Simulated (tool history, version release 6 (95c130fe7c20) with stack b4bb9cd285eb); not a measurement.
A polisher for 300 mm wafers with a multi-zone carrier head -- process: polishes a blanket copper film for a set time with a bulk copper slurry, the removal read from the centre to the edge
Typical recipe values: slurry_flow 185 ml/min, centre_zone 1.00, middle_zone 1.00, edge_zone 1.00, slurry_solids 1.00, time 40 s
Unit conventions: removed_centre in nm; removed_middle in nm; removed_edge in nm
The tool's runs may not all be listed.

run	hour	slurry_flow	centre_zone	middle_zone	edge_zone	slurry_solids	time	incoming thickness of the incoming film, nm	removed_centre	removed_middle	removed_edge
1	0.0	185	1.00	1.00	1.00	1.00	40	2775.8	537.5	566.9	571.0
2	23.7	185	1.00	1.00	1.00	1.00	40	2815.1	542.1	567.3	559.5
3	45.1	185	1.00	1.05	1.00	1.00	40	2768.6	538.3	589.7	573.9
4	64.8	185	1.00	1.05	1.00	1.00	40	2771.3	537.8	563.1	565.9
# hour 70.2: worn pad replaced by a new one
5	87.2	185	1.00	1.00	1.00	1.00	40	2770.6	534.2	549.8	566.8
6	121.1	185	1.00	1.00	1.00	1.00	40	2746.8	539.8	569.7	557.3
7	150.4	185	1.00	1.00	1.00	1.00	40	2791.1	541.9	561.7	566.0
# hour 172.8: worn pad replaced by a new one
8	173.3	185	1.00	1.00	1.00	1.00	40	2787.4	547.7	559.2	568.7
9	183.4	185	0.93	1.00	1.00	1.00	40	2818.3	507.3	562.2	560.0
# hour 191.8: centre zone pressure recalibrated
10	198.1	185	0.93	1.00	1.00	1.00	40	2814.9	497.4	563.9	553.4
# hour 221.2: edge zone pressure recalibrated
# hour 226.4: carrier head's membrane replaced by a new one
# hour 226.8: slurry nozzle cleaned
11	227.4	185	1.00	1.00	1.00	1.00	40	2739.3	543.4	554.2	560.4
12	257.0	185	1.00	1.00	0.89	1.15	40	2818.8	557.0	584.0	561.7
# hour 270.1: worn pad replaced by a new one
13	289.4	185	1.00	1.00	1.00	1.00	40	2747.5	544.6	568.6	576.1
14	312.2	185	1.00	1.05	1.03	1.30	50	2744.6	716.1	775.4	794.2
15	344.9	185	1.10	0.96	1.10	1.30	40	2757.0	637.9	581.9	655.4

Predict the results of run 16:
16	358.6	185	1.00	1.00	1.00	1.00	40	2755.4	?	?	?

Logged for run 16: removed_centre 536.6 nm, removed_middle 571.1 nm, removed_edge 571.6 nm.
If the tool had no hidden condition, the same run with the same run-to-run variation would have returned removed_centre 536.6 nm, removed_middle 571.1 nm, removed_edge 571.6 nm.

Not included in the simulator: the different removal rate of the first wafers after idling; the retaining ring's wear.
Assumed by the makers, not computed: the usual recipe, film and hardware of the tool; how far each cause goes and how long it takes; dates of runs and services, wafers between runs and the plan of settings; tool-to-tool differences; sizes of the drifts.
